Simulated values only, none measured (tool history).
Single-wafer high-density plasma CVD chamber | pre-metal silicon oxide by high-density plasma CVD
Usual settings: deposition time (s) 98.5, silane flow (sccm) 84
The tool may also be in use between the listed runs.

run	hour	deposition time (s)	silane flow (sccm)	wafers since the last listed run	hours since the silane flow controller was replaced	hours since the gauge calibration	read-back reference wafer on the same gauge, thickness_nm	mean film thickness on the monitor wafer (nm)
1	0.0	98.5	91	0	1497.2	30.4	778.604	937.575
2	46.6	98.5	84	619	1543.8	77.0	778.585	868.198
3	118.3	98.5	84	953	1615.5	148.7	779.469	866.712
4	149.9	98.5	84	420	1647.1	180.3	778.847	872.679
5	215.3	98.5	84	870	1712.5	245.7	778.937	866.215
6	265.4	98.5	84	666	1762.6	295.8	778.448	874.351
7	329.6	98.5	84	854	1826.8	360.0	778.878	870.402
8	392.9	98.5	84	842	1890.1	423.3	778.819	875.828
9	437.5	98.5	84	593	1934.7	467.9	779.337	869.626
10	475.6	98.5	84	506	1972.8	506.0	778.148	875.163
11	521.1	98.5	84	605	2018.3	551.5	779.216	874.323
12	577.5	98.5	84	750	2074.7	607.9	779.028	873.536
13	647.6	98.5	84	932	2144.8	678.0	779.445	875.131
14	687.6	98.5	84	532	2184.8	718.0	778.834	878.068
15	755.3	98.5	84	900	2252.5	785.7	779.326	875.228
16	819.2	98.5	84	850	2316.4	849.6	779.395	879.148
17	896.6	98.5	84	1029	2393.8	927.0	778.867	877.624
18	932.8	98.5	84	481	2430.0	963.2	778.639	875.385
19	980.9	98.5	84	639	2478.1	1011.3	779.191	881.513
20	1032.1	98.5	84	681	2529.3	1062.5	778.796	877.927
21	1092.4	98.5	84	802	2589.6	1122.8	778.960	884.280
22	1163.8	91.0	78	949	2661.0	1194.2	779.221	759.919
23	1190.3	110.2	95	352	2687.5	1220.7	778.955	1118.662
24	1220.8	98.5	84	405	2718.0	1251.2	779.166	884.478
25	1287.6	98.5	84	888	2784.8	1318.0	779.483	879.743
26	1354.0	98.5	67	883	2851.2	1384.4	779.260	708.560
# hour 1361.1: gauge calibrated
27	1406.9	107.3	89	703	2904.1	45.8	779.364	1023.296
28	1432.1	110.7	96	335	2929.3	71.0	778.995	1136.220
29	1470.5	106.4	84	510	2967.7	109.4	778.919	957.494
30	1495.0	98.5	99	325	2992.2	133.9	779.041	1045.628
31	1563.4	98.5	84	909	3060.6	202.3	779.600	882.738
# hour 1584.1: silane flow controller replaced
32	1603.6	112.8	68	428	19.5	242.5	779.057	790.365
33	1662.5	98.5	73	783	78.4	301.4	778.589	739.410
34	1719.5	98.5	84	758	135.4	358.4	779.279	845.371
35	1781.8	80.9	78	828	197.7	420.7	779.241	647.807
36	1831.2	107.1	96	657	247.1	470.1	779.577	1052.633
37	1893.3	105.0	75	826	309.2	532.2	779.245	810.516
38	1918.5	81.4	72	335	334.4	557.4	779.171	605.805
39	1943.3	83.0	74	329	359.2	582.2	779.052	631.268
40	2003.0	79.0	97	794	418.9	641.9	779.476	793.266
41	2048.2	88.6	78	601	464.1	687.1	778.814	714.961

The same runs without the tool's hidden state, with the same run-to-run variation:
The hidden state here: delivered silane flow above the setpoint (%); gauge reads high (%).
run	mean film thickness on the monitor wafer (nm)
1	910.752
2	842.802
3	840.505
4	845.913
5	838.871
6	846.149
7	841.564
8	846.054
9	839.534
10	844.426
11	843.075
12	841.647
13	842.353
14	844.705
15	841.172
16	844.182
17	841.805
18	839.231
19	844.537
20	840.500
21	845.868
22	726.185
23	1068.606
24	844.542
25	839.239
26	675.312
27	974.562
28	1081.729
29	911.088
30	994.611
31	838.871
32	785.714
33	734.431
34	838.984
35	642.332
36	1042.991
37	802.370
38	599.498
39	624.472
40	784.050
41	706.193
